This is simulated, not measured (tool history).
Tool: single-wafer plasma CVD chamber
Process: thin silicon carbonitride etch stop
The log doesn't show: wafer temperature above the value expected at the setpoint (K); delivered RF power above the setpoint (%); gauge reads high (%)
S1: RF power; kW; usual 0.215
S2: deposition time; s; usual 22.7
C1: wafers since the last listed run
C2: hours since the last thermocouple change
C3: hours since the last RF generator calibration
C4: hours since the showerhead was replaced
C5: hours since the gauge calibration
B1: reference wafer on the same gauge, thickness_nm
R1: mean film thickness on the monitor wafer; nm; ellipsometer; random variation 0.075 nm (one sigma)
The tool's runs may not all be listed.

| run | day | S1 | S2 | C1 | C2 | C3 | C4 | C5 | B1 | R1 |
|---|---|---|---|---|---|---|---|---|---|---|
| 1 | 0.000 | 0.215 | 22.7 | 0 | 853.0 | 386.2 | 4809.5 | 1449.7 | 14.317 | 14.636 |
| 2 | 2.321 | 0.215 | 22.7 | 1660 | 908.7 | 441.9 | 4865.2 | 1505.4 | 14.318 | 14.766 |
| 3 | 5.229 | 0.215 | 22.7 | 2080 | 978.5 | 511.7 | 4935.0 | 1575.2 | 14.251 | 14.910 |
|  | 6.225 | gauge calibrated |
| 4 | 7.608 | 0.215 | 22.7 | 1702 | 1035.6 | 568.8 | 4992.1 | 33.2 | 14.285 | 14.744 |
| 5 | 9.217 | 0.215 | 22.7 | 1150 | 1074.2 | 607.4 | 5030.7 | 71.8 | 14.316 | 14.704 |
| 6 | 10.429 | 0.215 | 22.7 | 867 | 1103.3 | 636.5 | 5059.8 | 100.9 | 14.284 | 14.739 |
| 7 | 11.483 | 0.215 | 20.7 | 754 | 1128.6 | 661.8 | 5085.1 | 126.2 | 14.285 | 13.521 |
| 8 | 13.150 | 0.215 | 20.7 | 1192 | 1168.6 | 701.8 | 5125.1 | 166.2 | 14.313 | 13.502 |
| 9 | 14.271 | 0.215 | 20.7 | 801 | 1195.5 | 728.7 | 5152.0 | 193.1 | 14.321 | 13.462 |
| 10 | 15.733 | 0.245 | 22.7 | 1046 | 1230.6 | 763.8 | 5187.1 | 228.2 | 14.298 | 15.417 |
| 11 | 16.738 | 0.215 | 22.7 | 718 | 1254.7 | 787.9 | 5211.2 | 252.3 | 14.282 | 14.708 |
| 12 | 18.021 | 0.215 | 22.7 | 918 | 1285.5 | 818.7 | 5242.0 | 283.1 | 14.307 | 14.783 |
| 13 | 23.738 | 0.215 | 22.7 | 4090 | 1422.7 | 955.9 | 5379.2 | 420.3 | 14.316 | 14.761 |
| 14 | 25.171 | 0.215 | 22.7 | 1025 | 1457.1 | 990.3 | 5413.6 | 454.7 | 14.323 | 14.683 |
| 15 | 27.375 | 0.215 | 22.7 | 1576 | 1510.0 | 1043.2 | 5466.5 | 507.6 | 14.296 | 14.684 |
| 16 | 30.288 | 0.215 | 22.7 | 2083 | 1579.9 | 1113.1 | 5536.4 | 577.5 | 14.296 | 14.775 |
|  | 31.254 | thermocouple changed; heater temperature recalibrated |
| 17 | 31.458 | 0.235 | 19.4 | 599 | 4.9 | 1141.2 | 5564.5 | 605.6 | 14.313 | 12.891 |
| 18 | 35.192 | 0.215 | 22.7 | 2671 | 94.5 | 1230.8 | 5654.1 | 695.2 | 14.257 | 14.582 |
| 19 | 37.579 | 0.255 | 19.7 | 1708 | 151.8 | 1288.1 | 5711.4 | 752.5 | 14.313 | 13.486 |
|  | 40.042 | showerhead replaced |
| 20 | 40.429 | 0.245 | 18.4 | 1800 | 220.2 | 1356.5 | 9.3 | 820.9 | 14.251 | 12.328 |
| 21 | 41.996 | 0.185 | 18.4 | 1120 | 257.8 | 1394.1 | 46.9 | 858.5 | 14.320 | 11.440 |
| 22 | 49.462 | 0.215 | 22.7 | 5342 | 437.0 | 1573.3 | 226.1 | 1037.7 | 14.298 | 14.714 |
| 23 | 51.262 | 0.240 | 24.7 | 1287 | 480.2 | 1616.5 | 269.3 | 1080.9 | 14.309 | 16.337 |
| 24 | 52.988 | 0.175 | 18.3 | 1234 | 521.6 | 1657.9 | 310.7 | 1122.3 | 14.276 | 10.999 |
|  | 53.754 | RF generator calibrated |
| 25 | 60.767 | 0.255 | 19.3 | 5327 | 708.3 | 168.3 | 497.4 | 1309.0 | 14.297 | 12.913 |

The next listed run, before its measurement:
|  | 62.758 | gauge calibrated |
| 26 | 69.517 | 0.180 | 26.8 | 6260 | 918.3 | 378.3 | 707.4 | 162.2 | ? | ? |

Run 26 gave B1 14.316, R1 15.879 nm.
Without the tool's hidden state the same run would have given R1 16.394 nm.

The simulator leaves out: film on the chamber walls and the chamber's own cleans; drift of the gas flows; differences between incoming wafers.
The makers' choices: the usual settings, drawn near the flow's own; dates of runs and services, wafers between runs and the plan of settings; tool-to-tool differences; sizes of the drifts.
